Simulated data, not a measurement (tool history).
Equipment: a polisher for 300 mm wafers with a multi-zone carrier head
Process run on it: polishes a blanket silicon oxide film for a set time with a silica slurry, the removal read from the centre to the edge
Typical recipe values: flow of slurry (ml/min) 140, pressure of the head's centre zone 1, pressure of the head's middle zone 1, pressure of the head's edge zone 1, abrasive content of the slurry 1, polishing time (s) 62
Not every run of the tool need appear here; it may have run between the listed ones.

run	day	flow of slurry (ml/min)	pressure of the head's centre zone	pressure of the head's middle zone	pressure of the head's edge zone	abrasive content of the slurry	polishing time (s)	incoming thickness of the incoming film, nm	film removed at the wafer's centre (angstrom)	film removed at mid-radius (angstrom)	film removed at the wafer's edge (angstrom)
1	0	140	1	1	1	1	62	1734	2200	2202	2235
2	1.242	140	1	1	1	1	62	1737	2279	2221	2207
3	2.679	140	1	1	1	1	62	1733.5	2248	2212	2222
4	4.154	140	1	1	1	1	62	1717.6	2177	2209	2250
5	5.221	140	1	1	1	1	62	1723.4	2222	2223	2220
# day 6.558: worn pad replaced by a new one
6	7.279	140	1	1	1	1	62	1732.6	2191	2158	2142
7	9.408	140	1	1	1	1	62	1707.8	2195	2148	2219
# day 10.392: carrier head's membrane replaced by a new one
8	11.425	140	1	1	1	1	62	1708.7	2162	2135	2164
9	13.512	140	1	1	1	1	62	1733.7	2092	2141	2170
# day 13.829: worn pad replaced by a new one
# day 14.192: centre zone pressure recalibrated
10	15.317	140	1	1	1	1	62	1749.6	2130	2118	2217
# day 15.846: slurry nozzle cleaned
11	17.817	120	1.09	1	1.08	1.2	62	1744.8	2604	2317	2459
12	19.392	140	1	1	1	1	62	1732.3	2256	2251	2270
# day 19.588: worn pad replaced by a new one
13	22.346	140	1	1	1	1	62	1757.9	2258	2260	2241
# day 22.721: edge zone pressure recalibrated
14	23.708	125	1	1	1	1	62	1756.3	2138	2140	2204
15	26.238	140	1.07	1	1	1	62	1738.1	2433	2232	2245
# day 26.533: worn pad replaced by a new one
16	28.471	140	1	1	0.93	0.8	62	1740.9	1991	2004	1958
17	31.188	115	1	1	1	0.8	62	1744	1860	1821	1953
18	33.667	140	0.89	1	1	1	50	1697.9	1601	1802	1768

Measured minus without-hidden-state, run by run (identical run-to-run variation in each term; gauge scatter may differ):
Hidden conditions of the tool in this case: removal rate lost through wear of the pad, %; slurry flow missing at the pad, %; deviation of the centre zone's pressure from its setpoint, %; deviation of the edge zone's pressure from its setpoint, %.
run	film removed at the wafer's centre (angstrom)	film removed at mid-radius (angstrom)	film removed at the wafer's edge (angstrom)
1	-102	-90	-64
2	-115	-98	-68
3	-123	-106	-74
4	-130	-114	-81
5	-141	-122	-85
6	-154	-132	-91
7	-172	-146	-104
8	-186	-160	-112
9	-197	-175	-122
10	-218	-188	-135
11	-57	-44	-32
12	-50	-43	-31
13	-67	-59	-41
14	-80	-70	-50
15	-97	-78	-55
16	-93	-82	-56
17	-129	-108	-78
18	-102	-99	-68

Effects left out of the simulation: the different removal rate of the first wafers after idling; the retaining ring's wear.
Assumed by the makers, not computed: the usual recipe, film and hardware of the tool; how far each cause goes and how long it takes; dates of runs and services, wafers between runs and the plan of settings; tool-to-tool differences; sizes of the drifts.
